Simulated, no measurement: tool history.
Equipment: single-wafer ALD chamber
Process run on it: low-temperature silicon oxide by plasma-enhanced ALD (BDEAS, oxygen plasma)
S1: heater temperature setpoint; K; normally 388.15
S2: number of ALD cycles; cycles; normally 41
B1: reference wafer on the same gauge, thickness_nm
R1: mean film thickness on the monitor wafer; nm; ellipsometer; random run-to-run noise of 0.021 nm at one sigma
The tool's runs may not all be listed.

Run 1, hour 0.0: usual settings but S1 395.15 K, S2 47 cycles; B1 5.363. Result: R1 6.314 nm.
Run 2, hour 58.8: usual settings but S1 393.15 K; B1 5.361. Result: R1 5.518 nm.
Run 3, hour 119.5: usual settings but S1 393.15 K; B1 5.362. Result: R1 5.546 nm.
Run 4, hour 200.3: usual settings but S1 392.15 K; B1 5.361. Result: R1 5.564 nm.
Run 5, hour 272.7: usual settings but S2 36 cycles; B1 5.362. Result: R1 4.875 nm.
Run 6, hour 346.3: usual settings; B1 5.354. Result: R1 5.567 nm.
Run 7, hour 394.2: usual settings but S2 47 cycles; B1 5.363. Result: R1 6.385 nm.
Run 8, hour 436.0: usual settings but S2 47 cycles; B1 5.352. Result: R1 6.353 nm.
Run 9, hour 526.8: usual settings but S2 46 cycles; B1 5.368. Result: R1 6.286 nm.
Run 10, hour 609.7: usual settings but S2 46 cycles; B1 5.362. Result: R1 6.229 nm.
Run 11, hour 646.7: usual settings; B1 5.353. Result: R1 5.611 nm.
Run 12, hour 694.5: usual settings; B1 5.360. Result: R1 5.593 nm.
Run 13, hour 754.9: usual settings; B1 5.360. Result: R1 5.559 nm.
Run 14, hour 801.6: usual settings; B1 5.366. Result: R1 5.575 nm.
Run 15, hour 867.4: usual settings; B1 5.359. Result: R1 5.600 nm.
Run 16, hour 924.5: usual settings but S1 376.15 K; B1 5.359. Result: R1 5.714 nm.
Run 17, hour 1014.0: usual settings but S1 401.15 K, S2 38 cycles; B1 5.361. Result: R1 5.059 nm.
Run 18, hour 1050.0: usual settings but S1 382.15 K, S2 44 cycles; B1 5.365. Result: R1 6.054 nm.
Run 19, hour 1140.5: usual settings but S1 393.15 K; B1 5.357. Result: R1 5.548 nm.
Run 20, hour 1248.1: usual settings; B1 5.355. Result: R1 5.637 nm.
Run 21, hour 1313.9: usual settings but S1 381.15 K, S2 45 cycles; B1 5.358. Result: R1 6.177 nm.
Run 22, hour 1570.0: usual settings but S2 35 cycles; B1 5.352. Result: R1 4.734 nm.
At hour 1759.5: gauge calibrated.
At hour 1874.2: thermocouple changed; heater temperature recalibrated.
Run 23, hour 1888.2: usual settings but S1 381.15 K, S2 33 cycles; B1 5.358. Result: R1 4.539 nm.
Run 24, hour 1942.9: usual settings but S1 400.15 K, S2 49 cycles; B1 5.366. Result: R1 6.562 nm.
Run 25, hour 1995.9: usual settings; B1 5.363. Result: R1 5.557 nm.
Run 26, hour 2064.3: usual settings but S1 375.15 K, S2 49 cycles; B1 5.361. Result: R1 6.868 nm.
Run 27, hour 2125.8: usual settings; B1 5.359. Result: R1 5.569 nm.
Run 28, hour 2164.8: usual settings but S1 395.15 K; B1 5.360. Result: R1 5.520 nm.
Run 29, hour 2251.3: usual settings but S1 398.15 K; B1 5.361. Result: R1 5.514 nm.
Run 30, hour 2438.1: usual settings but S2 48 cycles; B1 5.364. Result: R1 6.585 nm.

Here are 4 independent what-if runs from the current tool condition. What would each one return?
Run A, hour 2438.6: usual settings but S2 38 cycles; B1 ?. Result: R1 ?.
Run B, hour 2438.6: usual settings but S1 399.15 K, S2 38 cycles; B1 ?. Result: R1 ?.
Run C, hour 2438.6: usual settings but S1 397.15 K; B1 ?. Result: R1 ?.
Run D, hour 2438.6: usual settings but S1 380.15 K; B1 ?. Result: R1 ?.

run     B1     R1
  A  5.371  5.133
  B  5.371  5.037
  C  5.371  5.453
  D  5.371  5.614
The same runs, with their run-to-run variation unchanged, on a tool lacking any hidden condition would have given:
run     R1
  A  5.133
  B  5.037
  C  5.453
  D  5.614

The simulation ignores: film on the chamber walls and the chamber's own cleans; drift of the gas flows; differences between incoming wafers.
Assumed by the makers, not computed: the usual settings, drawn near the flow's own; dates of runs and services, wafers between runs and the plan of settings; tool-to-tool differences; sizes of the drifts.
